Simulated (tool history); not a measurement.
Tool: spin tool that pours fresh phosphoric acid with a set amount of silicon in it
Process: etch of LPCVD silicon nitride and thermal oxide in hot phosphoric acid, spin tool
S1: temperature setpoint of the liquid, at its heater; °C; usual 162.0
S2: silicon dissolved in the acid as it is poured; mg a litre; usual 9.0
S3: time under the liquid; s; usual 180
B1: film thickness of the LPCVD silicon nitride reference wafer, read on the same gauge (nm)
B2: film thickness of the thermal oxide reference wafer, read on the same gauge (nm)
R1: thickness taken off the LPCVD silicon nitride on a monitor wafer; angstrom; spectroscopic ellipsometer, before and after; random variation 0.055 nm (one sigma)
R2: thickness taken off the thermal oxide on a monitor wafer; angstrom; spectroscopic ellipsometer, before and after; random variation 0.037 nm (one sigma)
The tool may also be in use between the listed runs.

Run 1, hour 0.0: usual settings; B1 100.02; B2 79.945. Result: R1 159.3 angstrom, R2 3.55 angstrom.
Run 2, hour 14.6: usual settings; B1 100.02; B2 79.976. Result: R1 159.5 angstrom, R2 3.82 angstrom.
Run 3, hour 26.8: usual settings; B1 100.00; B2 80.024. Result: R1 158.1 angstrom, R2 3.74 angstrom.
Run 4, hour 34.1: usual settings but S2 7.5 mg a litre; B1 99.99; B2 79.952. Result: R1 159.0 angstrom, R2 4.02 angstrom.
Run 5, hour 49.1: usual settings; B1 100.00; B2 79.994. Result: R1 157.7 angstrom, R2 4.23 angstrom.
Run 6, hour 63.0: usual settings; B1 100.00; B2 79.983. Result: R1 157.7 angstrom, R2 4.32 angstrom.
Run 7, hour 74.6: usual settings but S2 7.5 mg a litre, S3 260 s; B1 99.98; B2 80.016. Result: R1 228.6 angstrom, R2 5.42 angstrom.
Run 8, hour 83.2: usual settings; B1 99.99; B2 80.019. Result: R1 157.6 angstrom, R2 3.97 angstrom.
At hour 92.3: heated supply line repaired.
Run 9, hour 92.8: usual settings but S1 164.5 °C, S2 6.0 mg a litre, S3 280 s; B1 100.00; B2 79.985. Result: R1 306.9 angstrom, R2 9.92 angstrom.
At hour 95.7: thermometer replaced.
Run 10, hour 100.1: usual settings but S3 290 s; B1 100.01; B2 79.967. Result: R1 293.7 angstrom, R2 7.71 angstrom.
Run 11, hour 131.6: usual settings but S2 15.0 mg a litre, S3 285 s; B1 99.95; B2 79.988. Result: R1 288.0 angstrom, R2 5.95 angstrom.
At hour 149.0: dissolved silicon flow meter replaced.
Run 12, hour 149.5: usual settings but S1 160.0 °C, S2 7.0 mg a litre, S3 210 s; B1 100.02; B2 80.005. Result: R1 197.8 angstrom, R2 6.07 angstrom.
At hour 155.6: gauge calibrated.
Run 13, hour 162.5: usual settings; B1 100.01; B2 80.035. Result: R1 180.6 angstrom, R2 4.71 angstrom.
Run 14, hour 174.8: usual settings; B1 100.01; B2 79.987. Result: R1 180.0 angstrom, R2 5.00 angstrom.
Run 15, hour 183.0: usual settings but S3 240 s; B1 100.00; B2 79.988. Result: R1 241.2 angstrom, R2 5.64 angstrom.
Run 16, hour 198.7: usual settings but S1 163.5 °C, S2 12.0 mg a litre, S3 135 s; B1 99.99; B2 79.996. Result: R1 143.4 angstrom, R2 4.37 angstrom.
Run 17, hour 207.2: usual settings but S1 161.0 °C, S2 7.0 mg a litre, S3 85 s; B1 100.02; B2 80.016. Result: R1 82.7 angstrom, R2 2.53 angstrom.

The tool's hidden state at each run:
liquid hotter than its thermometer reads (K): 0 in every run
dissolved silicon flow below the setpoint (%): 0 in every run
gauge reads high (%): 0 in every run
H1: temperature lost on the way to the wafer (K)
run     H1
  1   4.29
  2   4.33
  3   4.35
  4   4.37
  5    4.4
  6   4.43
  7   4.46
  8   4.47
  9  0.245
 10   0.26
 11  0.328
 12  0.367
 13  0.395
 14  0.421
 15  0.439
 16  0.473
 17  0.491
